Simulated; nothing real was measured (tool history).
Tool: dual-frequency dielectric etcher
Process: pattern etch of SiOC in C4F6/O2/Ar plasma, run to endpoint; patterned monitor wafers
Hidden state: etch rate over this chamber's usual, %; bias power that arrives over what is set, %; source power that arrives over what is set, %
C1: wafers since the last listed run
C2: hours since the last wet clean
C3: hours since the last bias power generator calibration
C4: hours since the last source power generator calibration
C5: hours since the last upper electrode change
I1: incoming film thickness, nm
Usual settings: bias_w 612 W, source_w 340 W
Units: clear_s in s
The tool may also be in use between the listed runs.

run 1 hour=0.0 | bias_w=647 source_w=340 | C1=0 C2=481.5 C3=2397.9 C4=1502.7 C5=1549.0 | I1=32.88 | clear_s=10.1
-- hour=119.9 wet clean of the chamber
run 2 hour=308.9 | bias_w=520 source_w=370 | C1=3779 C2=189.0 C3=2706.8 C4=1811.6 C5=1857.9 | I1=32.80 | clear_s=10.4
run 3 hour=393.2 | bias_w=520 source_w=370 | C1=1118 C2=273.3 C3=2791.1 C4=1895.9 C5=1942.2 | I1=32.45 | clear_s=10.5
run 4 hour=463.2 | bias_w=612 source_w=290 | C1=928 C2=343.3 C3=2861.1 C4=1965.9 C5=2012.2 | I1=32.98 | clear_s=10.6
run 5 hour=538.3 | bias_w=612 source_w=290 | C1=996 C2=418.4 C3=2936.2 C4=2041.0 C5=2087.3 | I1=32.59 | clear_s=10.6
run 6 hour=607.2 | bias_w=612 source_w=290 | C1=913 C2=487.3 C3=3005.1 C4=2109.9 C5=2156.2 | I1=33.12 | clear_s=10.6
-- hour=710.0 wet clean of the chamber
run 7 hour=710.5 | bias_w=612 source_w=340 | C1=1051 C2=0.5 C3=3108.4 C4=2213.2 C5=2259.5 | I1=32.64 | clear_s=9.9
run 8 hour=798.5 | bias_w=612 source_w=340 | C1=1167 C2=88.5 C3=3196.4 C4=2301.2 C5=2347.5 | I1=33.18 | clear_s=10.0
run 9 hour=848.5 | bias_w=612 source_w=340 | C1=663 C2=138.5 C3=3246.4 C4=2351.2 C5=2397.5 | I1=33.02 | clear_s=10.0
run 10 hour=891.3 | bias_w=612 source_w=340 | C1=567 C2=181.3 C3=3289.2 C4=2394.0 C5=2440.3 | I1=32.30 | clear_s=9.9
run 11 hour=994.2 | bias_w=612 source_w=340 | C1=1364 C2=284.2 C3=3392.1 C4=2496.9 C5=2543.2 | I1=32.45 | clear_s=10.1
run 12 hour=1079.7 | bias_w=612 source_w=340 | C1=1134 C2=369.7 C3=3477.6 C4=2582.4 C5=2628.7 | I1=32.28 | clear_s=10.0
run 13 hour=1346.7 | bias_w=612 source_w=340 | C1=3541 C2=636.7 C3=3744.6 C4=2849.4 C5=2895.7 | I1=32.39 | clear_s=10.2
-- hour=1376.0 wet clean of the chamber
run 14 hour=1414.0 | bias_w=612 source_w=340 | C1=574 C2=38.0 C3=3811.9 C4=2916.7 C5=2963.0 | I1=32.77 | clear_s=10.0
run 15 hour=1454.1 | bias_w=660 source_w=260 | C1=531 C2=78.1 C3=3852.0 C4=2956.8 C5=3003.1 | I1=32.90 | clear_s=10.3
run 16 hour=1547.2 | bias_w=712 source_w=390 | C1=1234 C2=171.2 C3=3945.1 C4=3049.9 C5=3096.2 | I1=32.43 | clear_s=8.9
run 17 hour=1586.5 | bias_w=520 source_w=370 | C1=521 C2=210.5 C3=3984.4 C4=3089.2 C5=3135.5 | I1=32.63 | clear_s=10.5
run 18 hour=1682.9 | bias_w=703 source_w=390 | C1=1278 C2=306.9 C3=4080.8 C4=3185.6 C5=3231.9 | I1=32.63 | clear_s=9.1
run 19 hour=1722.2 | bias_w=482 source_w=390 | C1=521 C2=346.2 C3=4120.1 C4=3224.9 C5=3271.2 | I1=32.72 | clear_s=10.5
run 20 hour=1826.0 | bias_w=550 source_w=260 | C1=1376 C2=450.0 C3=4223.9 C4=3328.7 C5=3375.0 | I1=32.78 | clear_s=11.3
-- hour=1862.3 upper electrode replaced
run 21 hour=1915.6 | bias_w=564 source_w=340 | C1=870 C2=539.6 C3=4313.5 C4=3418.3 C5=53.3 | I1=32.81 | clear_s=10.3
run 22 hour=1975.9 | bias_w=612 source_w=340 | C1=799 C2=599.9 C3=4373.8 C4=3478.6 C5=113.6 | I1=33.12 | clear_s=10.1
-- hour=2053.3 source power generator calibrated
run 23 hour=2074.4 | bias_w=612 source_w=340 | C1=1253 C2=698.4 C3=4472.3 C4=21.1 C5=212.1 | I1=32.23 | clear_s=10.3
-- hour=2108.9 wet clean of the chamber
run 24 hour=2134.3 | bias_w=612 source_w=370 | C1=476 C2=25.4 C3=4532.2 C4=81.0 C5=272.0 | I1=32.45 | clear_s=9.6
-- hour=2198.6 bias power generator calibrated
run 25 hour=2199.5 | bias_w=612 source_w=340 | C1=811 C2=90.6 C3=0.9 C4=146.2 C5=337.2 | I1=32.56 | clear_s=9.9
run 26 hour=2254.1 | bias_w=461 source_w=310 | C1=724 C2=145.2 C3=55.5 C4=200.8 C5=391.8 | I1=32.64 | clear_s=11.5
run 27 hour=2312.3 | bias_w=541 source_w=280 | C1=771 C2=203.4 C3=113.7 C4=259.0 C5=450.0 | I1=32.93 | clear_s=11.1
run 28 hour=2412.7 | bias_w=675 source_w=420 | C1=1331 C2=303.8 C3=214.1 C4=359.4 C5=550.4 | I1=32.57 | clear_s=9.1
run 29 hour=2484.7 | bias_w=656 source_w=320 | C1=955 C2=375.8 C3=286.1 C4=431.4 C5=622.4 | I1=32.79 | clear_s=10.1
run 30 hour=2578.2 | bias_w=460 source_w=390 | C1=1240 C2=469.3 C3=379.6 C4=524.9 C5=715.9 | I1=32.97 | clear_s=10.9
run 31 hour=2680.4 | bias_w=690 source_w=270 | C1=1355 C2=571.5 C3=481.8 C4=627.1 C5=818.1 | I1=32.93 | clear_s=10.4
-- hour=2729.5 wet clean of the chamber
run 32 hour=2772.3 | bias_w=660 source_w=260 | C1=900 C2=42.8 C3=573.7 C4=719.0 C5=910.0 | I1=32.51 | clear_s=10.5
run 33 hour=2822.8 | bias_w=552 source_w=340 | C1=669 C2=93.3 C3=624.2 C4=769.5 C5=960.5 | I1=32.78 | clear_s=10.4
run 34 hour=2875.4 | bias_w=755 source_w=390 | C1=697 C2=145.9 C3=676.8 C4=822.1 C5=1013.1 | I1=32.86 | clear_s=8.9

The tool's hidden state at each run:
bias power that arrives over what is set, %: 0 in every run
source power that arrives over what is set, %: 0 in every run
H1: etch rate over this chamber's usual, %
run=1 H1=-3.05
run=2 H1=-0.86
run=3 H1=-1.32
run=4 H1=-1.7
run=5 H1=-2.12
run=6 H1=-2.49
run=7 H1=-0.735
run=8 H1=-1.22
run=9 H1=-1.49
run=10 H1=-1.72
run=11 H1=-2.29
run=12 H1=-2.76
run=13 H1=-4.22
run=14 H1=-0.107
run=15 H1=-0.327
run=16 H1=-0.837
run=17 H1=-1.05
run=18 H1=-1.58
run=19 H1=-1.79
run=20 H1=-2.36
run=21 H1=-2.85
run=22 H1=-3.18
run=23 H1=-3.72
run=24 H1=-0.367
run=25 H1=-0.724
run=26 H1=-1.02
run=27 H1=-1.34
run=28 H1=-1.89
run=29 H1=-2.29
run=30 H1=-2.8
run=31 H1=-3.36
run=32 H1=-1.25
run=33 H1=-1.53
run=34 H1=-1.82
